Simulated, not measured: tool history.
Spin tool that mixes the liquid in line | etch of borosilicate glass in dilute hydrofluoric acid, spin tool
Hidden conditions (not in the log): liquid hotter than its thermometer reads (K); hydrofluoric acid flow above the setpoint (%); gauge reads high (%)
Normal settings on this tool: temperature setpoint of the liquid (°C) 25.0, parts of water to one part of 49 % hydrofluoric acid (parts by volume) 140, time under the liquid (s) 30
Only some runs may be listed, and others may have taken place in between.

run,hour,temperature setpoint of the liquid (°C),parts of water to one part of 49 % hydrofluoric acid (parts by volume),time under the liquid (s),wafers since the last listed run,hours since the thermometer was replaced,hours since the hydrofluoric acid flow meter was replaced,hours since the gauge calibration,"read-back film thickness of the borosilicate glass reference wafer, read on the same gauge (nm)",thickness taken off the borosilicate glass on a monitor wafer (angstrom)
1,0.0,28.0,110,30,0,329.6,1794.1,1876.1,116.43,79.6
2,75.6,28.0,110,30,825,405.2,1869.7,1951.7,116.25,79.7
3,123.6,28.0,110,30,524,453.2,1917.7,1999.7,116.12,78.8
# hour 170.3: hydrofluoric acid flow meter replaced
4,172.7,25.0,140,30,525,502.3,2.4,2048.8,115.98,53.4
# hour 368.8: gauge calibrated
5,384.9,22.0,140,30,2318,714.5,214.6,16.1,119.36,49.2
6,437.6,25.0,140,30,575,767.2,267.3,68.8,119.23,55.7
7,496.6,25.0,140,30,644,826.2,326.3,127.8,119.08,54.7
8,533.1,25.0,140,30,398,862.7,362.8,164.3,119.00,55.3
9,621.9,25.0,140,30,970,951.5,451.6,253.1,118.76,54.6
10,680.6,28.0,170,30,641,1010.2,510.3,311.8,118.63,48.8
11,835.3,29.5,195,35,1690,1164.9,665.0,466.5,118.25,50.6
12,938.9,28.0,110,30,1131,1268.5,768.6,570.1,117.98,80.6
# hour 1037.5: thermometer replaced
13,1038.7,23.0,90,20,1079,1.2,868.4,669.9,117.78,55.1
14,1119.8,25.0,140,30,886,82.3,949.5,751.0,117.57,54.6
15,1194.5,25.0,165,50,816,157.0,1024.2,825.7,117.37,74.4
16,1246.6,25.0,140,30,569,209.1,1076.3,877.8,117.24,53.9
17,1324.9,28.0,95,45,855,287.4,1154.6,956.1,117.05,142.7
18,1368.1,25.0,140,30,471,330.6,1197.8,999.3,116.97,54.3
19,1445.8,25.0,140,15,848,408.3,1275.5,1077.0,116.77,27.3
20,1524.8,25.0,80,30,863,487.3,1354.5,1156.0,116.59,101.7
21,1562.4,25.0,205,20,410,524.9,1392.1,1193.6,116.51,22.7
22,1649.3,25.0,140,30,949,611.8,1479.0,1280.5,116.25,53.7
23,1699.4,21.0,205,15,547,661.9,1529.1,1330.6,116.14,14.7
24,1748.0,28.5,140,30,530,710.5,1577.7,1379.2,116.03,61.2
25,1810.5,21.0,140,30,682,773.0,1640.2,1441.7,115.88,45.8
26,1847.5,26.5,180,35,404,810.0,1677.2,1478.7,115.78,48.9
# hour 1854.4: hydrofluoric acid flow meter replaced
27,1907.5,20.5,140,30,644,870.0,53.1,1538.7,115.65,44.7
28,1975.6,21.5,140,45,744,938.1,121.2,1606.8,115.46,69.2
29,2062.8,28.5,200,30,952,1025.3,208.4,1694.0,115.26,39.4
30,2158.9,29.0,115,20,1049,1121.4,304.5,1790.1,115.04,51.8
31,2240.8,20.5,140,45,894,1203.3,386.4,1872.0,114.82,66.5
# hour 2308.0: thermometer replaced
32,2322.6,28.5,205,35,882,14.6,468.2,1953.8,114.63,44.6

Consider 5 possible next runs. They are alternatives, not a sequence: every one starts from the tool as it was left by run 32. What does each give?
A,2323.0,25.0,100,30,4,15.0,468.6,1954.2,?,?
B,2323.0,28.0,140,30,4,15.0,468.6,1954.2,?,?
C,2323.0,21.5,170,30,4,15.0,468.6,1954.2,?,?
D,2323.0,25.0,90,30,4,15.0,468.6,1954.2,?,?
E,2323.0,23.5,140,30,4,15.0,468.6,1954.2,?,?

run,"read-back film thickness of the borosilicate glass reference wafer, read on the same gauge (nm)",thickness taken off the borosilicate glass on a monitor wafer (angstrom)
A,114.62,78.0
B,114.62,59.4
C,114.62,36.9
D,114.62,87.8
E,114.62,50.1
With no hidden state in the tool, these same runs would have given:
run,thickness taken off the borosilicate glass on a monitor wafer (angstrom)
A,81.6
B,62.2
C,38.7
D,91.9
E,52.4

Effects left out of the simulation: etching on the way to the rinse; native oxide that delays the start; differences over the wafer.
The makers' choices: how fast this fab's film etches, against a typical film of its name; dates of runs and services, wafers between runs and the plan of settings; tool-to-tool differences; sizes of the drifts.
